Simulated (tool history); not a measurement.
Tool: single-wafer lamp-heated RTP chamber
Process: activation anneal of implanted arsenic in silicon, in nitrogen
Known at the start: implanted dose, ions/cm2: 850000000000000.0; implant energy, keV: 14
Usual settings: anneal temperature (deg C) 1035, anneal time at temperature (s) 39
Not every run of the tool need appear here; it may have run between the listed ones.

| run | day | anneal temperature (deg C) | anneal time at temperature (s) | wafers since the last listed run | wafers since the last pyrometer calibration | wafers since the reflector plate was cleaned | hours since the gauge calibration | read-back reference wafer on the same gauge, sheet resistance | sheet resistance of the implanted and annealed layer (ohm/square) |
|---|---|---|---|---|---|---|---|---|---|
| 1 | 0.000 | 1035 | 33 | 0 | 1194 | 6044 | 431.1 | 112.01 | 129.63 |
| 2 | 1.046 | 1035 | 33 | 213 | 1408 | 6257 | 456.2 | 111.98 | 129.51 |
| 3 | 1.308 | 1019 | 46 | 53 | 1461 | 6311 | 462.5 | 111.98 | 130.19 |
| 4 | 1.575 | 1019 | 46 | 54 | 1516 | 6365 | 468.9 | 112.04 | 129.78 |
| 5 | 2.054 | 1019 | 46 | 97 | 1614 | 6463 | 480.4 | 112.04 | 129.29 |
| 6 | 2.588 | 1035 | 21 | 108 | 1722 | 6572 | 493.2 | 111.98 | 134.94 |
| 7 | 3.183 | 1035 | 21 | 121 | 1844 | 6693 | 507.5 | 112.06 | 135.05 |
| 8 | 3.750 | 1035 | 21 | 115 | 1960 | 6809 | 521.1 | 111.99 | 134.92 |
| 9 | 4.479 | 1035 | 39 | 148 | 2109 | 6958 | 538.6 | 111.99 | 127.49 |
| 10 | 5.496 | 1035 | 39 | 207 | 2316 | 7166 | 563.0 | 112.01 | 127.31 |
| 11 | 5.896 | 1035 | 57 | 81 | 2398 | 7247 | 572.6 | 112.00 | 122.92 |
| 12 | 6.233 | 1035 | 57 | 68 | 2467 | 7316 | 580.7 | 111.99 | 122.73 |
| 13 | 6.758 | 1035 | 57 | 107 | 2574 | 7423 | 593.3 | 111.99 | 122.64 |
| 14 | 7.350 | 1035 | 39 | 120 | 2695 | 7544 | 607.5 | 112.00 | 126.35 |
| 15 | 7.633 | 1060 | 49 | 57 | 2752 | 7602 | 614.3 | 111.99 | 118.67 |
| 16 | 7.962 | 1012 | 39 | 67 | 2820 | 7669 | 622.2 | 111.98 | 132.09 |
| 17 | 8.508 | 1021 | 27 | 111 | 2931 | 7781 | 635.3 | 112.03 | 134.72 |
| 18 | 9.054 | 1047 | 30 | 111 | 3043 | 7892 | 648.4 | 112.04 | 126.15 |
| 19 | 9.800 | 1019 | 58 | 152 | 3195 | 8044 | 666.3 | 112.02 | 125.79 |
| 20 | 10.429 | 1035 | 39 | 128 | 3323 | 8173 | 681.4 | 111.97 | 125.71 |
| 21 | 10.842 | 1035 | 23 | 84 | 3407 | 8257 | 691.3 | 111.97 | 132.15 |
| 22 | 11.217 | 1014 | 27 | 76 | 3484 | 8333 | 700.3 | 111.96 | 135.75 |
|  | 11.583 | reflector plate cleaned |
|  | 11.617 | gauge calibrated |
| 23 | 11.779 | 1016 | 39 | 46 | 3531 | 39 | 3.9 | 112.01 | 132.12 |
| 24 | 12.367 | 1026 | 61 | 119 | 3651 | 159 | 18.0 | 111.98 | 124.39 |
| 25 | 13.108 | 1035 | 26 | 151 | 3802 | 311 | 35.8 | 112.06 | 131.90 |
|  | 13.758 | pyrometer window cleaned and pyrometer calibrated |
| 26 | 13.779 | 1051 | 21 | 68 | 4 | 379 | 51.9 | 112.05 | 132.52 |
| 27 | 14.250 | 1021 | 32 | 96 | 100 | 476 | 63.2 | 112.02 | 135.32 |
| 28 | 14.512 | 1054 | 39 | 53 | 153 | 529 | 69.5 | 112.01 | 124.92 |
| 29 | 14.808 | 1035 | 39 | 60 | 214 | 590 | 76.6 | 111.98 | 129.09 |
| 30 | 15.533 | 1044 | 19 | 148 | 362 | 738 | 94.0 | 111.94 | 135.81 |
| 31 | 16.746 | 1043 | 54 | 247 | 609 | 985 | 123.1 | 112.00 | 123.60 |
| 32 | 17.112 | 1035 | 39 | 74 | 684 | 1060 | 131.9 | 111.98 | 128.61 |
| 33 | 17.671 | 1008 | 39 | 113 | 798 | 1174 | 145.3 | 111.98 | 137.77 |
| 34 | 18.192 | 1014 | 30 | 106 | 904 | 1280 | 157.8 | 111.99 | 138.57 |
| 35 | 18.446 | 1035 | 39 | 51 | 956 | 1332 | 163.9 | 112.00 | 129.35 |
| 36 | 19.796 | 1035 | 18 | 275 | 1232 | 1608 | 196.3 | 112.02 | 138.97 |
| 37 | 20.533 | 1050 | 47 | 150 | 1382 | 1758 | 214.0 | 112.03 | 123.60 |
| 38 | 20.912 | 1035 | 39 | 77 | 1460 | 1836 | 223.1 | 111.95 | 128.57 |

What if the next run were any one of these 3? Each begins from the tool's condition after run 38:
| A | 20.929 | 1035 | 54 | 3 | 1463 | 1839 | 223.5 | ? | ? |
| B | 20.929 | 1060 | 24 | 3 | 1463 | 1839 | 223.5 | ? | ? |
| C | 20.929 | 1035 | 32 | 3 | 1463 | 1839 | 223.5 | ? | ? |

| run | read-back reference wafer on the same gauge, sheet resistance | sheet resistance of the implanted and annealed layer (ohm/square) |
|---|---|---|
| A | 111.95 | 125.49 |
| B | 111.95 | 128.64 |
| C | 111.95 | 131.56 |
Had the tool no hidden state, the same runs would have come out as:
| run | sheet resistance of the implanted and annealed layer (ohm/square) |
|---|---|
| A | 126.19 |
| B | 129.38 |
| C | 132.36 |

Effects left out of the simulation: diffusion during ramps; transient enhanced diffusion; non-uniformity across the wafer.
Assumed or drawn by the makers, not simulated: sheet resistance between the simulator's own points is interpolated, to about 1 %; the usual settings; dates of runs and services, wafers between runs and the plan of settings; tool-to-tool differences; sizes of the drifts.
